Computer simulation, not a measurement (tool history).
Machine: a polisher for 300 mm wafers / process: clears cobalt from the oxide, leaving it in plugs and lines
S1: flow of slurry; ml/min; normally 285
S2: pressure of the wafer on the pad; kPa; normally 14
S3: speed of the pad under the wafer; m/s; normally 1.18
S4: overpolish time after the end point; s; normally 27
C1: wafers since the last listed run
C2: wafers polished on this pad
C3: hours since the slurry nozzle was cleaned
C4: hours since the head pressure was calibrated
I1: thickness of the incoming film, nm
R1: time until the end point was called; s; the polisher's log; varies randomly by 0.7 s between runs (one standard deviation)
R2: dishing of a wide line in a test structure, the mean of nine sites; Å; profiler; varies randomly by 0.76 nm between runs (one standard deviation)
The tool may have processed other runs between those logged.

run     day   S1  S2    S3  S4    C1    C2     C3     C4     I1    R1   R2
  1       0  285  14  1.18  27     0   323   52.7  463.7  221.1  46.2  538
  2   3.683  285  14  1.18  27   581   904  141.1  552.1  218.1  44.8  557
      4.075  -- head pressure recalibrated
  3   8.154  285  14  1.18  27   692  1597  248.4   97.9  220.9  44.6  545
      9.104  -- worn pad replaced by a new one
  4  11.433  285  14  1.18  27   491   367  327.1  176.6  218.2  45.9  553
     14.921  -- slurry nozzle cleaned
     19.446  -- worn pad replaced by a new one
  5  21.138  285  14  1.18  27  1498   266  149.2  409.5    222  45.4  534
  6  24.392  285  14  1.18  27   513   780  227.3  487.6  221.5  45.2  530
  7  28.729  285  14  1.18  18   684  1465  331.4  591.7  215.7  46.8  447
     30.112  -- worn pad replaced by a new one
  8   30.75  285  14  1.18  37   292   100  379.9  640.2  220.6  49.8  586
     31.283  -- head pressure recalibrated
     32.604  -- slurry nozzle cleaned
  9  34.708  355  14  1.18  27   605   705   50.5   82.2  220.3    43  546

Run 10 is up next; what results do you expect?
 10  36.421  380  14  1.48  27  270  976  91.6  123.3  224   ?   ?

Run 10 produced R1 35.7 s, R2 573 Å.
If the tool had no hidden condition, the same run with the same run-to-run variation would have returned R1 35.6 s, R2 573 Å.

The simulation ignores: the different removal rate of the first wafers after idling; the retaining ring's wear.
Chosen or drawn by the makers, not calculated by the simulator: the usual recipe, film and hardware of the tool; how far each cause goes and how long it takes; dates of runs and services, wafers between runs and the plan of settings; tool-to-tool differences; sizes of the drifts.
